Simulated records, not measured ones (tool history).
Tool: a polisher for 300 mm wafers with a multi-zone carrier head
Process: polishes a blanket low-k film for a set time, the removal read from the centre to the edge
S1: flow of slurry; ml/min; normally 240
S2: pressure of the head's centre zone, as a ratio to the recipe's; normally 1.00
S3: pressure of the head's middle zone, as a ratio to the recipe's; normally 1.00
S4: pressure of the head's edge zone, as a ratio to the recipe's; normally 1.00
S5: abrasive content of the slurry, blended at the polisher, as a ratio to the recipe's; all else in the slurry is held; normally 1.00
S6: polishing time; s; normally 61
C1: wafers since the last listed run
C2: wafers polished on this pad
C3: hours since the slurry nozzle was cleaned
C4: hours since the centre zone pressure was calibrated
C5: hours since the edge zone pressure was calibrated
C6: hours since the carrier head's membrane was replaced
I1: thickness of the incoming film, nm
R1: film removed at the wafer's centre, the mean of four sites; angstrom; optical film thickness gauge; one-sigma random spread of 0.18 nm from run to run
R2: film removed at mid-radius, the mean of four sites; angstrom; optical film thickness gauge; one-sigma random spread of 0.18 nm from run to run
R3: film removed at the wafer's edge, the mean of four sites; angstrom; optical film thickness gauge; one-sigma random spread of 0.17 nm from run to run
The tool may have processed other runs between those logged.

run	hour	S1	S2	S3	S4	S5	S6	C1	C2	C3	C4	C5	C6	I1	R1	R2	R3
1	0.0	240	1.00	1.00	1.00	1.00	61	0	4213	41.6	899.9	129.9	632.1	530.0	187	189	193
# hour 14.1: centre zone pressure recalibrated
2	93.3	240	1.00	1.00	1.00	1.00	61	1181	5394	134.9	79.2	223.2	725.4	522.2	186	189	189
3	186.4	240	1.00	1.00	0.96	1.00	61	1205	6600	228.0	172.3	316.3	818.5	529.9	181	188	184
4	234.6	240	1.00	1.00	0.96	1.00	61	623	7224	276.2	220.5	364.5	866.7	521.6	184	188	183
# hour 238.9: worn pad replaced by a new one
5	280.1	240	1.00	1.00	1.00	1.00	61	537	533	321.7	266.0	410.0	912.2	508.3	192	197	195
6	318.6	240	1.08	1.00	1.04	1.00	45	498	1031	360.2	304.5	448.5	950.7	515.3	150	142	149
7	372.2	240	1.00	1.00	1.00	1.00	61	693	1725	413.8	358.1	502.1	1004.3	518.2	187	194	196
8	477.4	240	0.93	1.00	0.94	1.30	61	1361	3087	519.0	463.3	607.3	1109.5	517.5	208	226	220
# hour 490.3: slurry nozzle cleaned
# hour 533.9: edge zone pressure recalibrated
9	545.0	240	0.90	1.00	0.93	1.00	61	836	3923	54.7	530.9	11.1	1177.1	518.4	169	190	185
# hour 566.3: carrier head's membrane replaced by a new one
10	635.4	240	1.00	1.00	1.00	1.10	61	1105	5028	145.1	621.3	101.5	69.1	526.7	202	204	204
11	736.1	240	1.00	1.00	1.00	1.00	43	1303	6332	245.8	722.0	202.2	169.8	528.2	131	131	135
# hour 780.5: centre zone pressure recalibrated
12	795.9	240	1.00	0.95	1.10	0.90	78	748	7080	305.6	15.4	262.0	229.6	514.2	218	212	231
# hour 821.0: worn pad replaced by a new one
13	875.9	240	1.00	1.00	1.00	1.00	51	983	710	385.6	95.4	342.0	309.6	523.5	160	161	164
14	972.6	240	1.00	1.00	1.00	1.00	61	1251	1962	482.3	192.1	438.7	406.3	520.3	187	192	193
# hour 1004.5: slurry nozzle cleaned
15	1041.8	240	0.95	1.00	1.00	1.00	61	882	2845	37.3	261.3	507.9	475.5	510.7	182	195	195
16	1133.1	240	1.00	1.10	1.00	0.85	61	1181	4027	128.6	352.6	599.2	566.8	514.5	165	179	167
17	1195.0	240	1.00	1.00	1.00	1.00	61	801	4828	190.5	414.5	661.1	628.7	517.7	189	187	190
18	1231.3	240	1.00	1.00	1.00	1.25	61	469	5298	226.8	450.8	697.4	665.0	521.6	216	219	221
# hour 1257.1: edge zone pressure recalibrated
19	1319.4	240	1.00	1.00	1.00	1.00	48	1114	6412	314.9	538.9	62.3	753.1	513.7	145	148	148
20	1409.5	310	1.00	1.00	0.93	1.00	76	1166	7579	405.0	629.0	152.4	843.2	511.7	238	239	228
# hour 1414.1: worn pad replaced by a new one
21	1452.8	205	1.00	1.00	1.00	1.00	61	508	500	448.3	672.3	195.7	886.5	529.1	189	192	194
22	1515.2	215	1.00	0.89	0.95	1.00	55	807	1308	510.7	734.7	258.1	948.9	514.0	166	156	171

Predict each of these 3 candidate next runs independently; none follows another, all start after run 22:
A	1515.6	180	1.00	1.00	1.00	1.00	61	5	1313	511.1	735.1	258.5	949.3	517.9	?	?	?
B	1515.6	240	1.00	1.04	1.00	1.00	61	5	1313	511.1	735.1	258.5	949.3	517.9	?	?	?
C	1515.6	160	0.94	0.94	1.00	1.00	69	5	1313	511.1	735.1	258.5	949.3	517.9	?	?	?

run	R1	R2	R3
A	180	183	188
B	191	199	195
C	188	192	209
What these runs would have given with no unlogged condition in the tool:
run	R1	R2	R3
A	182	185	190
B	192	201	197
C	189	193	211
